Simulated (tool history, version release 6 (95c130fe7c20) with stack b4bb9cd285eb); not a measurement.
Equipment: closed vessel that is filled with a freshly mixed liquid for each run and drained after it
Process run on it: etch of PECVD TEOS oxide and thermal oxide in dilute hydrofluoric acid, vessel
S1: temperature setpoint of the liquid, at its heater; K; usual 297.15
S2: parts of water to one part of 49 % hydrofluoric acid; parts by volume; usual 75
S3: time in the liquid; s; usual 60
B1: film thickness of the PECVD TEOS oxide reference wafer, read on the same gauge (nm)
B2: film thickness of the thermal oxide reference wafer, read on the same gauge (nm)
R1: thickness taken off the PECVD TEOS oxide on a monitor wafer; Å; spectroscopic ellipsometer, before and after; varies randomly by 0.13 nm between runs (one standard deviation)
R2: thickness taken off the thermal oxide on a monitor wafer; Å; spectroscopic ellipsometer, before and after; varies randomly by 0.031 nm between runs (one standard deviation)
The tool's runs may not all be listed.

{"run": 1, "hour": 0.0, "S1": 298.65, "S2": 75, "S3": 60, "B1": 149.97, "B2": 140.003, "R1": 159.8, "R2": 36.57}
{"hour": 58.3, "done": "gauge calibrated"}
{"run": 2, "hour": 94.1, "S1": 298.65, "S2": 75, "S3": 60, "B1": 150.0, "B2": 139.962, "R1": 156.0, "R2": 36.08}
{"run": 3, "hour": 191.5, "S1": 298.65, "S2": 75, "S3": 60, "B1": 150.02, "B2": 140.022, "R1": 156.0, "R2": 36.05}
{"run": 4, "hour": 234.6, "S1": 297.15, "S2": 75, "S3": 60, "B1": 150.0, "B2": 140.005, "R1": 148.2, "R2": 33.43}
{"run": 5, "hour": 293.0, "S1": 297.15, "S2": 75, "S3": 60, "B1": 150.0, "B2": 140.05, "R1": 146.7, "R2": 34.04}
{"run": 6, "hour": 353.9, "S1": 297.15, "S2": 75, "S3": 60, "B1": 149.98, "B2": 139.938, "R1": 144.5, "R2": 33.11}
{"run": 7, "hour": 449.4, "S1": 297.15, "S2": 75, "S3": 60, "B1": 150.0, "B2": 140.029, "R1": 145.5, "R2": 33.0}
{"run": 8, "hour": 488.6, "S1": 297.15, "S2": 75, "S3": 60, "B1": 149.99, "B2": 140.013, "R1": 144.2, "R2": 32.98}
{"hour": 560.2, "done": "thermometer replaced"}
{"run": 9, "hour": 581.9, "S1": 297.15, "S2": 75, "S3": 70, "B1": 150.01, "B2": 140.013, "R1": 185.3, "R2": 42.49}
{"run": 10, "hour": 659.8, "S1": 297.15, "S2": 75, "S3": 70, "B1": 149.99, "B2": 139.98, "R1": 180.9, "R2": 42.62}
{"run": 11, "hour": 733.7, "S1": 297.15, "S2": 65, "S3": 60, "B1": 150.0, "B2": 140.03, "R1": 182.7, "R2": 42.31}
{"hour": 737.6, "done": "hydrofluoric acid flow meter replaced"}
{"run": 12, "hour": 809.3, "S1": 295.65, "S2": 75, "S3": 35, "B1": 149.99, "B2": 139.943, "R1": 92.5, "R2": 20.89}
{"run": 13, "hour": 875.9, "S1": 297.15, "S2": 75, "S3": 60, "B1": 150.0, "B2": 140.006, "R1": 166.0, "R2": 38.37}
{"hour": 915.2, "done": "gauge calibrated"}
{"run": 14, "hour": 977.1, "S1": 297.15, "S2": 75, "S3": 85, "B1": 149.99, "B2": 140.013, "R1": 232.3, "R2": 54.15}
{"run": 15, "hour": 1073.8, "S1": 297.15, "S2": 75, "S3": 60, "B1": 149.99, "B2": 139.987, "R1": 163.9, "R2": 37.01}
{"run": 16, "hour": 1122.5, "S1": 297.15, "S2": 75, "S3": 60, "B1": 150.01, "B2": 140.023, "R1": 164.6, "R2": 37.12}
{"run": 17, "hour": 1175.8, "S1": 297.15, "S2": 75, "S3": 60, "B1": 150.0, "B2": 139.966, "R1": 163.6, "R2": 37.65}
{"run": 18, "hour": 1229.2, "S1": 297.15, "S2": 55, "S3": 90, "B1": 150.01, "B2": 140.004, "R1": 341.0, "R2": 78.79}
{"run": 19, "hour": 1311.9, "S1": 299.65, "S2": 115, "S3": 85, "B1": 149.99, "B2": 140.064, "R1": 156.6, "R2": 35.39}
{"run": 20, "hour": 1376.0, "S1": 297.15, "S2": 75, "S3": 80, "B1": 149.99, "B2": 139.954, "R1": 213.0, "R2": 48.73}
{"run": 21, "hour": 1427.7, "S1": 297.15, "S2": 75, "S3": 50, "B1": 150.02, "B2": 140.034, "R1": 132.7, "R2": 30.14}

Here are 5 independent what-if runs from the current tool condition. What would each one return?
{"run": "A", "hour": 1428.4, "S1": 297.15, "S2": 105, "S3": 60, "B1": "?", "B2": "?", "R1": "?", "R2": "?"}
{"run": "B", "hour": 1428.4, "S1": 297.15, "S2": 75, "S3": 40, "B1": "?", "B2": "?", "R1": "?", "R2": "?"}
{"run": "C", "hour": 1428.4, "S1": 293.15, "S2": 75, "S3": 80, "B1": "?", "B2": "?", "R1": "?", "R2": "?"}
{"run": "D", "hour": 1428.4, "S1": 294.15, "S2": 110, "S3": 60, "B1": "?", "B2": "?", "R1": "?", "R2": "?"}
{"run": "E", "hour": 1428.4, "S1": 295.15, "S2": 75, "S3": 50, "B1": "?", "B2": "?", "R1": "?", "R2": "?"}

run=A B1=150.01 B2=140.058 R1=108.1 R2=25.25
run=B B1=150.01 B2=140.058 R1=104.7 R2=24.46
run=C B1=150.01 B2=140.058 R1=177.5 R2=41.45
run=D B1=150.01 B2=140.058 R1=90.9 R2=21.23
run=E B1=150.01 B2=140.058 R1=120.6 R2=28.16
With no hidden state in the tool, these same runs would have given:
run=A R1=117.1 R2=27.34
run=B R1=113.4 R2=26.49
run=C R1=192.5 R2=44.95
run=D R1=98.5 R2=23.01
run=E R1=130.7 R2=30.52

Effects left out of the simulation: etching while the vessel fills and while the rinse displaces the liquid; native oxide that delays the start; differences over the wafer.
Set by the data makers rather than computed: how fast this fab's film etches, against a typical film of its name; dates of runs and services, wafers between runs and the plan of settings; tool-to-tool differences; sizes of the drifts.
